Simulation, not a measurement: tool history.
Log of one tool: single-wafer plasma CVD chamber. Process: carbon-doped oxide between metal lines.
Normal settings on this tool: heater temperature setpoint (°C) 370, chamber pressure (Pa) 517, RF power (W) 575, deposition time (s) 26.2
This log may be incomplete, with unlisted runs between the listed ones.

| run | hour | heater temperature setpoint (°C) | chamber pressure (Pa) | RF power (W) | deposition time (s) | read-back reference wafer on the same gauge, thickness_nm | mean film thickness on the monitor wafer (Å) |
|---|---|---|---|---|---|---|---|
| 1 | 0.0 | 370 | 517 | 575 | 26.2 | 122.042 | 1166.10 |
| 2 | 17.6 | 370 | 517 | 575 | 26.2 | 121.973 | 1158.73 |
| 3 | 47.4 | 370 | 517 | 575 | 26.2 | 121.982 | 1158.91 |
| 4 | 70.4 | 370 | 517 | 575 | 26.2 | 122.044 | 1159.96 |
| 5 | 103.3 | 370 | 517 | 575 | 27.9 | 121.996 | 1233.75 |
| 6 | 132.3 | 370 | 517 | 575 | 27.9 | 122.087 | 1234.65 |
| 7 | 159.5 | 370 | 517 | 575 | 27.9 | 121.967 | 1228.98 |
| 8 | 183.8 | 370 | 517 | 575 | 26.2 | 122.066 | 1155.38 |
| 9 | 213.6 | 370 | 517 | 575 | 26.2 | 121.963 | 1157.51 |
| 10 | 236.7 | 370 | 517 | 575 | 27.5 | 122.009 | 1208.63 |
| 11 | 266.4 | 370 | 517 | 575 | 27.6 | 121.963 | 1218.02 |
| 12 | 332.1 | 370 | 517 | 575 | 26.2 | 122.063 | 1149.40 |
| 13 | 359.7 | 370 | 517 | 670 | 23.5 | 121.963 | 1144.97 |
| 14 | 414.3 | 370 | 517 | 515 | 26.2 | 121.989 | 1069.46 |
| 15 | 437.4 | 370 | 517 | 575 | 26.2 | 121.900 | 1216.31 |
| 16 | 459.2 | 364 | 517 | 645 | 26.2 | 122.018 | 1331.72 |
| 17 | 485.9 | 370 | 436 | 575 | 28.7 | 122.064 | 1314.43 |
| 18 | 507.7 | 370 | 471 | 575 | 24.6 | 122.008 | 1131.25 |
| 19 | 529.2 | 370 | 593 | 575 | 26.2 | 121.953 | 1238.99 |
| 20 | 564.3 | 357 | 396 | 575 | 26.2 | 122.042 | 1223.65 |
| 21 | 580.5 | 356 | 624 | 495 | 28.9 | 121.994 | 1276.68 |
| 22 | 593.9 | 370 | 517 | 575 | 23.9 | 121.998 | 1111.55 |
| 23 | 618.8 | 370 | 517 | 575 | 26.2 | 122.039 | 1214.53 |
| 24 | 641.8 | 370 | 593 | 575 | 26.2 | 122.002 | 1239.48 |
| 25 | 660.8 | 370 | 517 | 575 | 26.2 | 122.011 | 1210.65 |
| 26 | 696.4 | 370 | 517 | 465 | 26.2 | 121.971 | 1048.04 |
| 27 | 731.5 | 370 | 517 | 575 | 26.2 | 122.011 | 1213.87 |
| 28 | 755.1 | 370 | 517 | 575 | 26.2 | 122.036 | 1216.40 |

Missing from the log above: 5 entries noted between runs. For each, name the pair of listed runs it sits between and say how the tool's hidden condition differs from the listed run just before to the listed run just after:
From run 4 to run 5: capacitance manometer re-zeroed and calibrated (hour 90.3)
  delivered RF power above the setpoint (%): -7.6 -> -7.71
  measured less the result without the state, mean film thickness on the monitor wafer (Å): -63.80 -> -68.95
From run 10 to run 11: gauge calibrated (hour 239.5)
  delivered RF power above the setpoint (%): -8.16 -> -8.26
  measured less the result without the state, mean film thickness on the monitor wafer (Å): -71.89 -> -73.42
From run 12 to run 13: showerhead replaced (hour 357.8)
  delivered RF power above the setpoint (%): -8.48 -> -8.58
  measured less the result without the state, mean film thickness on the monitor wafer (Å): -71.33 -> -70.15
From run 13 to run 14: thermocouple changed; heater temperature recalibrated (hour 413.8)
  delivered RF power above the setpoint (%): -8.58 -> -8.76
  measured less the result without the state, mean film thickness on the monitor wafer (Å): -70.15 -> -70.76
From run 14 to run 15: RF generator calibrated (hour 436.9)
  delivered RF power above the setpoint (%): -8.76 -> -0.328
  measured less the result without the state, mean film thickness on the monitor wafer (Å): -70.76 -> -2.67
